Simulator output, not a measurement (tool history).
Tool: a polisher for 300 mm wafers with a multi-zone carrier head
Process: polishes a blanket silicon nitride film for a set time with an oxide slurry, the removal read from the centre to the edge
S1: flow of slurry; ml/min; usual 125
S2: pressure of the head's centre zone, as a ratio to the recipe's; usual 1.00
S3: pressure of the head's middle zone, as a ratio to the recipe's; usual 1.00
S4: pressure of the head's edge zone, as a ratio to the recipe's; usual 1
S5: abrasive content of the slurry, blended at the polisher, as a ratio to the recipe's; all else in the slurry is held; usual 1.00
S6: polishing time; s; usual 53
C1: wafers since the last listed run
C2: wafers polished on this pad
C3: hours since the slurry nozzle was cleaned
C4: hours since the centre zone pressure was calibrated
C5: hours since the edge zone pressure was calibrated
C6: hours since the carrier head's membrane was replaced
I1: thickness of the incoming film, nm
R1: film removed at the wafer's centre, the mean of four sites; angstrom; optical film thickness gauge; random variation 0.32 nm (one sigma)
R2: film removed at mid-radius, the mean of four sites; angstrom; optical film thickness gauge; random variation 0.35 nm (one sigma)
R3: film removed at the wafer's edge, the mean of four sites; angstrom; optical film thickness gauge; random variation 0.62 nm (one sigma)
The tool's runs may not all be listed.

run 1 hour=0.0 | S1=125 S2=1.00 S3=1.00 S4=1 S5=1.00 S6=53 | C1=0 C2=644 C3=312.2 C4=480.0 C5=645.2 C6=243.3 | I1=364.1 | R1=390 R2=397 R3=414
run 2 hour=50.6 | S1=125 S2=1.00 S3=1.00 S4=1 S5=1.00 S6=53 | C1=348 C2=992 C3=362.8 C4=530.6 C5=695.8 C6=293.9 | I1=358.4 | R1=386 R2=393 R3=412
-- hour=59.8 edge zone pressure recalibrated
run 3 hour=92.1 | S1=125 S2=1.00 S3=1.00 S4=1 S5=1.00 S6=53 | C1=271 C2=1264 C3=404.3 C4=572.1 C5=32.3 C6=335.4 | I1=365.0 | R1=380 R2=395 R3=416
run 4 hour=197.9 | S1=125 S2=1.00 S3=1.00 S4=1 S5=1.00 S6=53 | C1=728 C2=1993 C3=510.1 C4=677.9 C5=138.1 C6=441.2 | I1=361.1 | R1=360 R2=376 R3=392
-- hour=205.5 carrier head's membrane replaced by a new one
-- hour=227.6 slurry nozzle cleaned
-- hour=229.1 worn pad replaced by a new one
run 5 hour=235.0 | S1=125 S2=1.00 S3=1.00 S4=1 S5=1.00 S6=53 | C1=203 C2=40 C3=7.4 C4=715.0 C5=175.2 C6=29.5 | I1=361.6 | R1=427 R2=429 R3=425
run 6 hour=342.5 | S1=125 S2=1.00 S3=1.00 S4=1 S5=1.00 S6=53 | C1=740 C2=780 C3=114.9 C4=822.5 C5=282.7 C6=137.0 | I1=367.3 | R1=407 R2=410 R3=426
run 7 hour=425.6 | S1=125 S2=1.00 S3=1.00 S4=1 S5=1.00 S6=53 | C1=572 C2=1352 C3=198.0 C4=905.6 C5=365.8 C6=220.1 | I1=359.6 | R1=388 R2=395 R3=404
run 8 hour=479.3 | S1=125 S2=1.00 S3=1.00 S4=1 S5=1.00 S6=53 | C1=369 C2=1722 C3=251.7 C4=959.3 C5=419.5 C6=273.8 | I1=362.3 | R1=378 R2=386 R3=396
run 9 hour=585.8 | S1=125 S2=1.00 S3=1.00 S4=1 S5=1.00 S6=53 | C1=733 C2=2455 C3=358.2 C4=1065.8 C5=526.0 C6=380.3 | I1=354.3 | R1=352 R2=363 R3=383
-- hour=631.0 worn pad replaced by a new one
-- hour=638.3 slurry nozzle cleaned
run 10 hour=677.4 | S1=125 S2=1.00 S3=1.00 S4=1 S5=1.00 S6=53 | C1=596 C2=312 C3=39.1 C4=1157.4 C5=617.6 C6=471.9 | I1=359.6 | R1=414 R2=419 R3=424
-- hour=693.2 carrier head's membrane replaced by a new one
-- hour=706.6 edge zone pressure recalibrated
run 11 hour=747.3 | S1=115 S2=1.00 S3=1.00 S4=1 S5=1.00 S6=53 | C1=433 C2=745 C3=109.0 C4=1227.3 C5=40.7 C6=54.1 | I1=361.1 | R1=393 R2=400 R3=400
run 12 hour=830.8 | S1=160 S2=1.09 S3=1.00 S4=1 S5=0.75 S6=53 | C1=574 C2=1320 C3=192.5 C4=1310.8 C5=124.2 C6=137.6 | I1=359.8 | R1=355 R2=340 R3=333
run 13 hour=929.4 | S1=125 S2=1.00 S3=1.00 S4=1 S5=1.00 S6=67 | C1=678 C2=1998 C3=291.1 C4=1409.4 C5=222.8 C6=236.2 | I1=364.1 | R1=465 R2=473 R3=498
-- hour=948.6 worn pad replaced by a new one
-- hour=1032.1 centre zone pressure recalibrated
run 14 hour=1032.6 | S1=125 S2=1.00 S3=1.00 S4=1 S5=1.00 S6=53 | C1=669 C2=564 C3=394.3 C4=0.5 C5=326.0 C6=339.4 | I1=354.5 | R1=372 R2=390 R3=403
run 15 hour=1091.0 | S1=140 S2=1.00 S3=1.00 S4=1 S5=1.00 S6=53 | C1=402 C2=966 C3=452.7 C4=58.9 C5=384.4 C6=397.8 | I1=362.6 | R1=389 R2=398 R3=405
-- hour=1154.5 slurry nozzle cleaned
run 16 hour=1184.1 | S1=115 S2=0.88 S3=1.00 S4=1 S5=0.90 S6=53 | C1=634 C2=1600 C3=29.6 C4=152.0 C5=477.5 C6=490.9 | I1=358.4 | R1=319 R2=368 R3=377
-- hour=1238.9 carrier head's membrane replaced by a new one
run 17 hour=1273.5 | S1=125 S2=1.00 S3=1.06 S4=1 S5=1.00 S6=41 | C1=581 C2=2181 C3=119.0 C4=241.4 C5=566.9 C6=34.6 | I1=361.5 | R1=284 R2=308 R3=287
-- hour=1290.5 worn pad replaced by a new one
-- hour=1340.8 edge zone pressure recalibrated
run 18 hour=1343.2 | S1=125 S2=1.00 S3=1.10 S4=1 S5=1.20 S6=53 | C1=438 C2=349 C3=188.7 C4=311.1 C5=2.4 C6=104.3 | I1=367.4 | R1=436 R2=490 R3=452
run 19 hour=1387.6 | S1=125 S2=1.00 S3=1.00 S4=1 S5=1.00 S6=53 | C1=305 C2=654 C3=233.1 C4=355.5 C5=46.8 C6=148.7 | I1=361.4 | R1=387 R2=404 R3=409
run 20 hour=1580.7 | S1=125 S2=1.00 S3=1.10 S4=1 S5=1.20 S6=53 | C1=1329 C2=1984 C3=426.2 C4=548.6 C5=239.9 C6=341.8 | I1=358.5 | R1=401 R2=445 R3=429
-- hour=1612.1 worn pad replaced by a new one
-- hour=1650.9 slurry nozzle cleaned
run 21 hour=1683.6 | S1=125 S2=1.00 S3=1.00 S4=1 S5=1.00 S6=53 | C1=673 C2=485 C3=32.7 C4=651.5 C5=342.8 C6=444.7 | I1=354.2 | R1=416 R2=421 R3=427
-- hour=1701.6 carrier head's membrane replaced by a new one
run 22 hour=1740.7 | S1=165 S2=1.04 S3=1.00 S4=1 S5=1.00 S6=53 | C1=358 C2=844 C3=89.8 C4=708.6 C5=399.9 C6=39.1 | I1=364.2 | R1=443 R2=432 R3=432

Forecast each of these 3 alternatives for the next run:
run A hour=1741.1 | S1=125 S2=1.00 S3=1.00 S4=1 S5=1.00 S6=53 | C1=2 C2=847 C3=90.2 C4=709.0 C5=400.3 C6=39.5 | I1=352.9 | R1=? R2=? R3=?
run B hour=1741.1 | S1=105 S2=1.00 S3=1.00 S4=1 S5=1.00 S6=46 | C1=2 C2=847 C3=90.2 C4=709.0 C5=400.3 C6=39.5 | I1=352.9 | R1=? R2=? R3=?
run C hour=1741.1 | S1=125 S2=1.00 S3=0.97 S4=1 S5=1.00 S6=53 | C1=2 C2=847 C3=90.2 C4=709.0 C5=400.3 C6=39.5 | I1=352.9 | R1=? R2=? R3=?

run=A R1=395 R2=402 R3=408
run=B R1=327 R2=335 R3=344
run=C R1=395 R2=392 R3=408
Without the tool's hidden state the same runs would have given:
run=A R1=425 R2=431 R3=431
run=B R1=355 R2=361 R3=365
run=C R1=425 R2=420 R3=431
